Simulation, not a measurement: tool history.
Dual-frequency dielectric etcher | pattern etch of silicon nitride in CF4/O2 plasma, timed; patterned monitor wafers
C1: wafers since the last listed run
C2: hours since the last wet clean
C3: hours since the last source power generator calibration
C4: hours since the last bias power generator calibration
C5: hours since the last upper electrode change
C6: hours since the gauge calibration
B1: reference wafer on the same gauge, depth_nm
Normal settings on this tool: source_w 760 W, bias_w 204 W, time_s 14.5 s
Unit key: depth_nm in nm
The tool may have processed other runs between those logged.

run 1 day=0 | source_w=760 bias_w=204 time_s=11.5 | C1=0 C2=119.2 C3=2185.2 C4=2887.7 C5=3852.2 C6=266.2 | B1=39.06 | depth_nm=31.07
run 2 day=1.167 | source_w=760 bias_w=204 time_s=11.5 | C1=496 C2=147.2 C3=2213.2 C4=2915.7 C5=3880.2 C6=294.2 | B1=38.98 | depth_nm=30.76
run 3 day=2.121 | source_w=760 bias_w=204 time_s=11.5 | C1=406 C2=170.1 C3=2236.1 C4=2938.6 C5=3903.1 C6=317.1 | B1=39.02 | depth_nm=30.91
-- day=3.742 upper electrode replaced
run 4 day=3.762 | source_w=670 bias_w=204 time_s=14.5 | C1=273 C2=209.5 C3=2275.5 C4=2978 C5=0.5 C6=356.5 | B1=39 | depth_nm=34.27
run 5 day=4.471 | source_w=760 bias_w=204 time_s=14.5 | C1=301 C2=226.5 C3=2292.5 C4=2995 C5=17.5 C6=373.5 | B1=38.93 | depth_nm=38.69
run 6 day=5.25 | source_w=760 bias_w=204 time_s=14.5 | C1=331 C2=245.2 C3=2311.2 C4=3013.7 C5=36.2 C6=392.2 | B1=39.03 | depth_nm=39.27
run 7 day=6.154 | source_w=760 bias_w=204 time_s=14.5 | C1=384 C2=266.9 C3=2332.9 C4=3035.4 C5=57.9 C6=413.9 | B1=39.02 | depth_nm=39.04
run 8 day=6.821 | source_w=640 bias_w=191 time_s=14.5 | C1=283 C2=282.9 C3=2348.9 C4=3051.4 C5=73.9 C6=429.9 | B1=39.03 | depth_nm=31.79
run 9 day=7.925 | source_w=710 bias_w=178 time_s=13 | C1=469 C2=309.4 C3=2375.4 C4=3077.9 C5=100.4 C6=456.4 | B1=38.99 | depth_nm=31.8
run 10 day=9.338 | source_w=760 bias_w=204 time_s=17.5 | C1=601 C2=343.3 C3=2409.3 C4=3111.8 C5=134.3 C6=490.3 | B1=39.09 | depth_nm=46.88
run 11 day=9.933 | source_w=640 bias_w=223 time_s=17 | C1=253 C2=357.6 C3=2423.6 C4=3126.1 C5=148.6 C6=504.6 | B1=38.98 | depth_nm=38.8
run 12 day=12.788 | source_w=760 bias_w=204 time_s=14.5 | C1=1214 C2=426.1 C3=2492.1 C4=3194.6 C5=217.1 C6=573.1 | B1=39.01 | depth_nm=38.5
-- day=13.179 source power generator calibrated
-- day=13.933 bias power generator calibrated
run 13 day=13.971 | source_w=640 bias_w=204 time_s=17 | C1=361 C2=454.5 C3=19 C4=0.9 C5=245.5 C6=601.5 | B1=39.04 | depth_nm=41.25
-- day=15.017 wet clean of the chamber
run 14 day=15.683 | source_w=670 bias_w=236 time_s=14.5 | C1=303 C2=16 C3=60.1 C4=42 C5=286.6 C6=642.6 | B1=39 | depth_nm=38.51
run 15 day=16.771 | source_w=760 bias_w=204 time_s=13.5 | C1=462 C2=42.1 C3=86.2 C4=68.1 C5=312.7 C6=668.7 | B1=39 | depth_nm=39.39
run 16 day=17.45 | source_w=830 bias_w=185 time_s=14.5 | C1=289 C2=58.4 C3=102.5 C4=84.4 C5=329 C6=685 | B1=39.07 | depth_nm=44.72
run 17 day=18.35 | source_w=760 bias_w=204 time_s=13.5 | C1=383 C2=80 C3=124.1 C4=106 C5=350.6 C6=706.6 | B1=38.95 | depth_nm=39.03
run 18 day=19.271 | source_w=580 bias_w=204 time_s=10.5 | C1=391 C2=102.1 C3=146.2 C4=128.1 C5=372.7 C6=728.7 | B1=39.07 | depth_nm=22.72
-- day=19.421 gauge calibrated
run 19 day=20.575 | source_w=760 bias_w=220 time_s=14.5 | C1=555 C2=133.4 C3=177.5 C4=159.4 C5=404 C6=27.7 | B1=39.01 | depth_nm=42.7

Run 20, settings as shown, results not yet in. Your forecast:
run 20 day=21.142 | source_w=760 bias_w=219 time_s=17 | C1=241 C2=147 C3=191.1 C4=173 C5=417.6 C6=41.3 | B1=? | depth_nm=?

Run 20 gave B1 38.99, depth_nm 50.04 nm.
Minus the tool's unlogged condition, the same run would have read depth_nm 49.51 nm.
